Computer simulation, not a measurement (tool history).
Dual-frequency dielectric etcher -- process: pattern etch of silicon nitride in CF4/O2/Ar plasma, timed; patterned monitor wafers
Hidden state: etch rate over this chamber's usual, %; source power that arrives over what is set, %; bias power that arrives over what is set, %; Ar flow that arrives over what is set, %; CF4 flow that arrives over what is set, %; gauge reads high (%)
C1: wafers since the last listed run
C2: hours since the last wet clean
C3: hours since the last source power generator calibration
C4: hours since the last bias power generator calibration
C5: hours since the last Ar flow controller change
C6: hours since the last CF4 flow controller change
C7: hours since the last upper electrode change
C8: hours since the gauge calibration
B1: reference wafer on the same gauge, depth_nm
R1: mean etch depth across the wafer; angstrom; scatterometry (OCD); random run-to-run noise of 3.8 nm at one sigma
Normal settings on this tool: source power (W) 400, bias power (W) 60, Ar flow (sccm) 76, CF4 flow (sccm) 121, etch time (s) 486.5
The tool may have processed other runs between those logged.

{"run": 1, "hour": 0.0, "source power (W)": 400, "bias power (W)": 60, "Ar flow (sccm)": 76, "CF4 flow (sccm)": 96, "etch time (s)": 532, "C1": 0, "C2": 39.2, "C3": 119.6, "C4": 10.7, "C5": 2086.6, "C6": 135.4, "C7": 1, "C8": 6.4, "B1": 856.1, "R1": 8787}
{"run": 2, "hour": 0.4, "source power (W)": 310, "bias power (W)": 60, "Ar flow (sccm)": 93, "CF4 flow (sccm)": 121, "etch time (s)": 486.5, "C1": 1, "C2": 39.6, "C3": 120, "C4": 11.1, "C5": 2087, "C6": 135.8, "C7": 1.4, "C8": 6.8, "B1": 856.4, "R1": 6203}
{"run": 3, "hour": 1.3, "source power (W)": 400, "bias power (W)": 65, "Ar flow (sccm)": 76, "CF4 flow (sccm)": 121, "etch time (s)": 486.5, "C1": 3, "C2": 40.5, "C3": 120.9, "C4": 12, "C5": 2087.9, "C6": 136.7, "C7": 2.3, "C8": 7.7, "B1": 855.6, "R1": 8719}
{"hour": 8.1, "done": "Ar flow controller replaced"}
{"run": 4, "hour": 16.0, "source power (W)": 400, "bias power (W)": 60, "Ar flow (sccm)": 76, "CF4 flow (sccm)": 100, "etch time (s)": 348, "C1": 38, "C2": 55.2, "C3": 135.6, "C4": 26.7, "C5": 7.9, "C6": 151.4, "C7": 17, "C8": 22.4, "B1": 855.8, "R1": 5777}
{"run": 5, "hour": 30.7, "source power (W)": 430, "bias power (W)": 60, "Ar flow (sccm)": 86, "CF4 flow (sccm)": 103, "etch time (s)": 486.5, "C1": 65, "C2": 69.9, "C3": 150.3, "C4": 41.4, "C5": 22.6, "C6": 166.1, "C7": 31.7, "C8": 37.1, "B1": 856.3, "R1": 8621}
{"run": 6, "hour": 41.1, "source power (W)": 490, "bias power (W)": 47, "Ar flow (sccm)": 76, "CF4 flow (sccm)": 121, "etch time (s)": 486.5, "C1": 46, "C2": 80.3, "C3": 160.7, "C4": 51.8, "C5": 33, "C6": 176.5, "C7": 42.1, "C8": 47.5, "B1": 855.3, "R1": 9279}
{"run": 7, "hour": 53.9, "source power (W)": 400, "bias power (W)": 60, "Ar flow (sccm)": 76, "CF4 flow (sccm)": 121, "etch time (s)": 486.5, "C1": 56, "C2": 93.1, "C3": 173.5, "C4": 64.6, "C5": 45.8, "C6": 189.3, "C7": 54.9, "C8": 60.3, "B1": 856, "R1": 8268}
{"run": 8, "hour": 63.2, "source power (W)": 320, "bias power (W)": 60, "Ar flow (sccm)": 60, "CF4 flow (sccm)": 121, "etch time (s)": 486.5, "C1": 41, "C2": 102.4, "C3": 182.8, "C4": 73.9, "C5": 55.1, "C6": 198.6, "C7": 64.2, "C8": 69.6, "B1": 857.1, "R1": 6678}
{"run": 9, "hour": 79.6, "source power (W)": 400, "bias power (W)": 60, "Ar flow (sccm)": 76, "CF4 flow (sccm)": 121, "etch time (s)": 527, "C1": 72, "C2": 118.8, "C3": 199.2, "C4": 90.3, "C5": 71.5, "C6": 215, "C7": 80.6, "C8": 86, "B1": 856, "R1": 9107}
{"run": 10, "hour": 94.3, "source power (W)": 350, "bias power (W)": 70, "Ar flow (sccm)": 76, "CF4 flow (sccm)": 121, "etch time (s)": 486.5, "C1": 65, "C2": 133.5, "C3": 213.9, "C4": 105, "C5": 86.2, "C6": 229.7, "C7": 95.3, "C8": 100.7, "B1": 856.1, "R1": 7692}
{"run": 11, "hour": 109.5, "source power (W)": 400, "bias power (W)": 47, "Ar flow (sccm)": 76, "CF4 flow (sccm)": 121, "etch time (s)": 486.5, "C1": 67, "C2": 148.7, "C3": 229.1, "C4": 120.2, "C5": 101.4, "C6": 244.9, "C7": 110.5, "C8": 115.9, "B1": 855.7, "R1": 7469}
{"run": 12, "hour": 126.2, "source power (W)": 400, "bias power (W)": 74, "Ar flow (sccm)": 85, "CF4 flow (sccm)": 140, "etch time (s)": 486.5, "C1": 74, "C2": 165.4, "C3": 245.8, "C4": 136.9, "C5": 118.1, "C6": 261.6, "C7": 127.2, "C8": 132.6, "B1": 856.6, "R1": 9200}
{"run": 13, "hour": 134.6, "source power (W)": 400, "bias power (W)": 55, "Ar flow (sccm)": 70, "CF4 flow (sccm)": 140, "etch time (s)": 486.5, "C1": 37, "C2": 173.8, "C3": 254.2, "C4": 145.3, "C5": 126.5, "C6": 270, "C7": 135.6, "C8": 141, "B1": 856.6, "R1": 8240}
{"run": 14, "hour": 151.7, "source power (W)": 400, "bias power (W)": 60, "Ar flow (sccm)": 76, "CF4 flow (sccm)": 121, "etch time (s)": 486.5, "C1": 75, "C2": 190.9, "C3": 271.3, "C4": 162.4, "C5": 143.6, "C6": 287.1, "C7": 152.7, "C8": 158.1, "B1": 856.6, "R1": 8411}
{"run": 15, "hour": 164.2, "source power (W)": 370, "bias power (W)": 47, "Ar flow (sccm)": 76, "CF4 flow (sccm)": 108, "etch time (s)": 367, "C1": 55, "C2": 203.4, "C3": 283.8, "C4": 174.9, "C5": 156.1, "C6": 299.6, "C7": 165.2, "C8": 170.6, "B1": 856, "R1": 5089}
{"run": 16, "hour": 178.8, "source power (W)": 360, "bias power (W)": 60, "Ar flow (sccm)": 58, "CF4 flow (sccm)": 111, "etch time (s)": 392, "C1": 64, "C2": 218, "C3": 298.4, "C4": 189.5, "C5": 170.7, "C6": 314.2, "C7": 179.8, "C8": 185.2, "B1": 856.3, "R1": 6137}
{"run": 17, "hour": 185.1, "source power (W)": 400, "bias power (W)": 60, "Ar flow (sccm)": 76, "CF4 flow (sccm)": 121, "etch time (s)": 486.5, "C1": 27, "C2": 224.3, "C3": 304.7, "C4": 195.8, "C5": 177, "C6": 320.5, "C7": 186.1, "C8": 191.5, "B1": 855.4, "R1": 8374}
{"run": 18, "hour": 195.4, "source power (W)": 400, "bias power (W)": 60, "Ar flow (sccm)": 76, "CF4 flow (sccm)": 121, "etch time (s)": 486.5, "C1": 45, "C2": 234.6, "C3": 315, "C4": 206.1, "C5": 187.3, "C6": 330.8, "C7": 196.4, "C8": 201.8, "B1": 856.8, "R1": 8336}
{"run": 19, "hour": 202.0, "source power (W)": 400, "bias power (W)": 55, "Ar flow (sccm)": 59, "CF4 flow (sccm)": 121, "etch time (s)": 528.5, "C1": 29, "C2": 241.2, "C3": 321.6, "C4": 212.7, "C5": 193.9, "C6": 337.4, "C7": 203, "C8": 208.4, "B1": 856.2, "R1": 8949}
{"run": 20, "hour": 215.8, "source power (W)": 400, "bias power (W)": 60, "Ar flow (sccm)": 76, "CF4 flow (sccm)": 104, "etch time (s)": 486.5, "C1": 61, "C2": 255, "C3": 335.4, "C4": 226.5, "C5": 207.7, "C6": 351.2, "C7": 216.8, "C8": 222.2, "B1": 855.7, "R1": 8075}
{"run": 21, "hour": 233.8, "source power (W)": 400, "bias power (W)": 60, "Ar flow (sccm)": 76, "CF4 flow (sccm)": 121, "etch time (s)": 421, "C1": 79, "C2": 273, "C3": 353.4, "C4": 244.5, "C5": 225.7, "C6": 369.2, "C7": 234.8, "C8": 240.2, "B1": 856, "R1": 7260}
{"run": 22, "hour": 247.1, "source power (W)": 400, "bias power (W)": 60, "Ar flow (sccm)": 76, "CF4 flow (sccm)": 121, "etch time (s)": 486.5, "C1": 58, "C2": 286.3, "C3": 366.7, "C4": 257.8, "C5": 239, "C6": 382.5, "C7": 248.1, "C8": 253.5, "B1": 856.2, "R1": 8337}

4 ways to go on from here, each from the tool as it stands after run 22. What would each give?
{"run": "A", "hour": 247.7, "source power (W)": 400, "bias power (W)": 60, "Ar flow (sccm)": 76, "CF4 flow (sccm)": 121, "etch time (s)": 486.5, "C1": 2, "C2": 286.9, "C3": 367.3, "C4": 258.4, "C5": 239.6, "C6": 383.1, "C7": 248.7, "C8": 254.1, "B1": "?", "R1": "?"}
{"run": "B", "hour": 247.7, "source power (W)": 400, "bias power (W)": 60, "Ar flow (sccm)": 86, "CF4 flow (sccm)": 121, "etch time (s)": 486.5, "C1": 2, "C2": 286.9, "C3": 367.3, "C4": 258.4, "C5": 239.6, "C6": 383.1, "C7": 248.7, "C8": 254.1, "B1": "?", "R1": "?"}
{"run": "C", "hour": 247.7, "source power (W)": 400, "bias power (W)": 69, "Ar flow (sccm)": 71, "CF4 flow (sccm)": 121, "etch time (s)": 365, "C1": 2, "C2": 286.9, "C3": 367.3, "C4": 258.4, "C5": 239.6, "C6": 383.1, "C7": 248.7, "C8": 254.1, "B1": "?", "R1": "?"}
{"run": "D", "hour": 247.7, "source power (W)": 500, "bias power (W)": 60, "Ar flow (sccm)": 67, "CF4 flow (sccm)": 113, "etch time (s)": 448, "C1": 2, "C2": 286.9, "C3": 367.3, "C4": 258.4, "C5": 239.6, "C6": 383.1, "C7": 248.7, "C8": 254.1, "B1": "?", "R1": "?"}

run=A B1=855.7 R1=8290
run=B B1=855.7 R1=8194
run=C B1=855.7 R1=6647
run=D B1=855.7 R1=9628
Without the tool's hidden state the same runs would have given:
run=A R1=8290
run=B R1=8194
run=C R1=6647
run=D R1=9628
